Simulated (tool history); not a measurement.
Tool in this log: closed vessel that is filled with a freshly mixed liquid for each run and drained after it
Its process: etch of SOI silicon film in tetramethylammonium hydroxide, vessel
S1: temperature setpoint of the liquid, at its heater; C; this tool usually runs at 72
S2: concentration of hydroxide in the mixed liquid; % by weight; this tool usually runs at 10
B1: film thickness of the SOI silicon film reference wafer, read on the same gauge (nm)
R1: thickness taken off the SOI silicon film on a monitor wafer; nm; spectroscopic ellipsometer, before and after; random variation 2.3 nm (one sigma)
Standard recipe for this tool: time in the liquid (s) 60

{"run": 1, "hour": 0.0, "S1": 74, "S2": 10, "time in the liquid (s)": 60, "B1": 39.97, "R1": 507.23}
{"run": 2, "hour": 25.1, "S1": 74, "S2": 10, "time in the liquid (s)": 60, "B1": 39.99, "R1": 511.5}
{"run": 3, "hour": 84.4, "S1": 78, "S2": 10, "time in the liquid (s)": 60, "B1": 40.02, "R1": 642.62}
{"hour": 107.5, "done": "thermometer replaced"}
{"run": 4, "hour": 149.1, "S1": 72, "S2": 10, "time in the liquid (s)": 60, "B1": 39.99, "R1": 474.7}
{"hour": 154.7, "done": "hydroxide flow meter replaced"}
{"run": 5, "hour": 175.8, "S1": 72, "S2": 10, "time in the liquid (s)": 60, "B1": 39.99, "R1": 462.34}
{"run": 6, "hour": 201.9, "S1": 70, "S2": 10, "time in the liquid (s)": 85, "B1": 40, "R1": 587.76}
{"run": 7, "hour": 258.9, "S1": 68.5, "S2": 12, "time in the liquid (s)": 60, "B1": 40.02, "R1": 350.72}
{"run": 8, "hour": 330.5, "S1": 68.5, "S2": 12, "time in the liquid (s)": 60, "B1": 40, "R1": 353.25}
{"run": 9, "hour": 367.4, "S1": 72, "S2": 10, "time in the liquid (s)": 60, "B1": 40, "R1": 464.56}
{"run": 10, "hour": 404.4, "S1": 72, "S2": 10, "time in the liquid (s)": 60, "B1": 40.02, "R1": 461.23}
{"run": 11, "hour": 435.8, "S1": 66.5, "S2": 10, "time in the liquid (s)": 60, "B1": 39.99, "R1": 336.16}
{"run": 12, "hour": 465.5, "S1": 72, "S2": 10, "time in the liquid (s)": 50, "B1": 40, "R1": 387.69}
{"run": 13, "hour": 506.5, "S1": 72, "S2": 10, "time in the liquid (s)": 60, "B1": 40, "R1": 462.94}
{"run": 14, "hour": 574.2, "S1": 72, "S2": 10, "time in the liquid (s)": 60, "B1": 39.99, "R1": 465.07}
{"hour": 595.1, "done": "gauge calibrated"}
{"run": 15, "hour": 621.6, "S1": 72, "S2": 10, "time in the liquid (s)": 60, "B1": 39.99, "R1": 465.79}
{"run": 16, "hour": 668.4, "S1": 72, "S2": 10, "time in the liquid (s)": 60, "B1": 39.99, "R1": 464.03}
{"run": 17, "hour": 719.9, "S1": 75.5, "S2": 10, "time in the liquid (s)": 35, "B1": 40, "R1": 332.29}
{"run": 18, "hour": 760.1, "S1": 72, "S2": 10, "time in the liquid (s)": 60, "B1": 40, "R1": 464.49}
{"run": 19, "hour": 791.0, "S1": 76.5, "S2": 12, "time in the liquid (s)": 60, "B1": 40, "R1": 560.84}
{"run": 20, "hour": 869.3, "S1": 69, "S2": 9, "time in the liquid (s)": 45, "B1": 39.98, "R1": 300.45}
{"run": 21, "hour": 939.4, "S1": 76.5, "S2": 8.5, "time in the liquid (s)": 45, "B1": 39.99, "R1": 474.02}
{"run": 22, "hour": 976.5, "S1": 78.5, "S2": 10, "time in the liquid (s)": 60, "B1": 40.01, "R1": 669.78}
{"run": 23, "hour": 1043.5, "S1": 76.5, "S2": 13, "time in the liquid (s)": 40, "B1": 39.99, "R1": 363.36}
{"run": 24, "hour": 1071.6, "S1": 76.5, "S2": 13, "time in the liquid (s)": 40, "B1": 39.99, "R1": 360.47}
{"run": 25, "hour": 1109.2, "S1": 64.5, "S2": 10, "time in the liquid (s)": 60, "B1": 40.01, "R1": 298.25}
{"run": 26, "hour": 1139.3, "S1": 67.5, "S2": 10, "time in the liquid (s)": 60, "B1": 39.99, "R1": 354.48}
{"run": 27, "hour": 1175.5, "S1": 76, "S2": 7, "time in the liquid (s)": 40, "B1": 39.98, "R1": 432.58}
{"run": 28, "hour": 1247.5, "S1": 72, "S2": 10, "time in the liquid (s)": 60, "B1": 40, "R1": 459.94}
{"run": 29, "hour": 1308.7, "S1": 67.5, "S2": 10, "time in the liquid (s)": 70, "B1": 40.01, "R1": 415.84}
{"run": 30, "hour": 1367.1, "S1": 72, "S2": 10, "time in the liquid (s)": 60, "B1": 40, "R1": 466.49}
{"run": 31, "hour": 1397.8, "S1": 78.5, "S2": 10, "time in the liquid (s)": 60, "B1": 40.02, "R1": 670.86}
{"run": 32, "hour": 1449.5, "S1": 72, "S2": 9, "time in the liquid (s)": 35, "B1": 40.01, "R1": 281.96}
{"run": 33, "hour": 1477.8, "S1": 72, "S2": 11.5, "time in the liquid (s)": 45, "B1": 40.01, "R1": 329.96}

What if the next run were any one of these 5? Each begins from the tool's condition after run 33:
{"run": "A", "hour": 1478.5, "S1": 72, "S2": 10, "time in the liquid (s)": 60, "B1": "?", "R1": "?"}
{"run": "B", "hour": 1478.5, "S1": 72, "S2": 10, "time in the liquid (s)": 35, "B1": "?", "R1": "?"}
{"run": "C", "hour": 1478.5, "S1": 72, "S2": 7.5, "time in the liquid (s)": 80, "B1": "?", "R1": "?"}
{"run": "D", "hour": 1478.5, "S1": 72, "S2": 9, "time in the liquid (s)": 85, "B1": "?", "R1": "?"}
{"run": "E", "hour": 1478.5, "S1": 72, "S2": 12.5, "time in the liquid (s)": 60, "B1": "?", "R1": "?"}

run=A B1=40.01 R1=466.02
run=B B1=40.01 R1=271.84
run=C B1=40.01 R1=680.14
run=D B1=40.01 R1=685.17
run=E B1=40.01 R1=429.37
The same runs, with their run-to-run variation unchanged, on a tool lacking any hidden condition would have given:
run=A R1=464.46
run=B R1=270.93
run=C R1=684.51
run=D R1=685.71
run=E R1=427.65
